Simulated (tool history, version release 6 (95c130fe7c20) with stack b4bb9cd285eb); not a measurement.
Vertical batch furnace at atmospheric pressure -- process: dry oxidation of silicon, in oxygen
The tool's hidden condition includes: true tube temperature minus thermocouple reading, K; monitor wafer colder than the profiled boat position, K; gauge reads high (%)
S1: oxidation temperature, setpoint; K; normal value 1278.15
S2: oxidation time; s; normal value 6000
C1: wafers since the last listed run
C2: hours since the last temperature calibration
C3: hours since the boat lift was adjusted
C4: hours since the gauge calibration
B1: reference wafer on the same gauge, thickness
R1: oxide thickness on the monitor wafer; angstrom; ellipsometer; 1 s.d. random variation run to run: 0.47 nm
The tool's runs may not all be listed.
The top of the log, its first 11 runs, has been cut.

run,hour,S1,S2,C1,C2,C3,C4,B1,R1
12,847.1,1285.15,5070,1234,2277.2,1897.7,437.0,94.80,852.9
13,943.1,1285.15,5070,1263,2373.2,1993.7,533.0,94.62,855.7
14,994.8,1278.15,8040,680,2424.9,2045.4,584.7,94.69,1074.2
15,1038.4,1278.15,6000,573,2468.5,2089.0,628.3,94.91,901.4
16,1115.2,1278.15,6000,1010,2545.3,2165.8,705.1,94.80,903.9
17,1208.9,1278.15,6000,1233,2639.0,2259.5,798.8,94.57,898.9
# hour 1280.5: thermocouples replaced and temperature profile calibrated
18,1281.0,1264.15,4920,633,0.5,2331.6,870.9,94.73,703.9
19,1312.8,1260.15,6000,418,32.3,2363.4,902.7,94.72,776.7
20,1355.6,1278.15,6000,563,75.1,2406.2,945.5,94.78,876.2
21,1410.7,1278.15,6000,725,130.2,2461.3,1000.6,94.89,882.0
22,1514.8,1297.15,6000,1370,234.3,2565.4,1104.7,94.72,1004.0
23,1596.7,1303.15,3180,1078,316.2,2647.3,1186.6,94.79,702.5
24,1657.7,1264.15,6000,802,377.2,2708.3,1247.6,94.69,799.7
25,1705.0,1278.15,3450,622,424.5,2755.6,1294.9,94.76,627.2
26,1964.8,1278.15,6000,3419,684.3,3015.4,1554.7,94.75,887.4
27,2018.1,1271.15,7230,701,737.6,3068.7,1608.0,94.91,956.9

Forecast run 28:
28,2334.8,1278.15,6000,4168,1054.3,3385.4,1924.7,?,?

Run 28 yielded B1 94.81, R1 895.5 angstrom.
If the tool had no hidden condition, the same run with the same run-to-run variation would have returned R1 879.8 angstrom.
